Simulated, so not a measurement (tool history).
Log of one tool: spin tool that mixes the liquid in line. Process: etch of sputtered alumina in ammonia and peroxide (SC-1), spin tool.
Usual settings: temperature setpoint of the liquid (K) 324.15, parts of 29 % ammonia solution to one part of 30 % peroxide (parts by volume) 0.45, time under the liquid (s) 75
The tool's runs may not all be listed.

run,hour,temperature setpoint of the liquid (K),parts of 29 % ammonia solution to one part of 30 % peroxide (parts by volume),time under the liquid (s),"read-back film thickness of the sputtered alumina reference wafer, read on the same gauge (nm)",thickness taken off the sputtered alumina on a monitor wafer (Å)
1,0.0,324.15,0.35,105,89.943,54.22
2,30.7,326.65,0.45,90,90.031,54.20
3,51.7,324.15,0.45,75,90.009,39.39
4,108.5,318.15,0.55,30,89.971,11.31
5,121.6,327.15,0.45,75,90.023,46.14
6,142.4,315.65,0.45,95,90.047,30.77
7,173.0,324.15,0.30,55,89.988,27.36
8,194.6,329.15,0.45,75,90.029,51.35
9,211.0,329.65,0.45,50,89.995,34.67
# hour 238.3: thermometer replaced
10,245.8,324.15,0.45,75,89.978,38.79
11,266.9,331.65,0.35,40,89.982,30.41
# hour 291.9: heated supply line repaired
12,297.5,332.65,0.45,75,89.995,68.47
# hour 313.7: ammonia flow meter replaced
13,314.6,324.15,0.35,55,89.959,31.47
# hour 319.2: new drum of ammonia solution connected
14,336.4,329.15,0.35,60,90.010,44.90
# hour 358.3: gauge calibrated
15,363.9,324.15,0.45,75,89.977,44.34
16,394.0,327.65,0.60,45,89.989,32.76
17,416.2,326.65,0.25,100,89.960,63.91
18,447.7,333.15,0.30,100,90.044,90.34
19,462.8,324.15,0.45,75,89.990,43.71
20,493.0,330.15,0.55,110,89.963,90.94
21,519.8,324.15,0.25,40,90.011,21.91
22,547.1,324.15,0.45,75,89.990,43.56
23,580.6,324.15,0.60,50,90.028,29.72
24,612.4,324.15,0.45,35,89.985,20.43

5 ways to go on from here, each from the tool as it stands after run 24. What would each give?
A,612.8,324.15,0.45,75,?,?
B,612.8,318.65,0.55,60,?,?
C,612.8,318.65,0.30,75,?,?
D,612.8,332.15,0.60,105,?,?
E,612.8,319.15,0.60,75,?,?

run,"read-back film thickness of the sputtered alumina reference wafer, read on the same gauge (nm)",thickness taken off the sputtered alumina on a monitor wafer (Å)
A,89.963,43.11
B,89.963,25.85
C,89.963,30.49
D,89.963,95.04
E,89.963,33.52
Without the tool's hidden state the same runs would have given:
run,thickness taken off the sputtered alumina on a monitor wafer (Å)
A,44.50
B,26.71
C,31.51
D,97.94
E,34.64
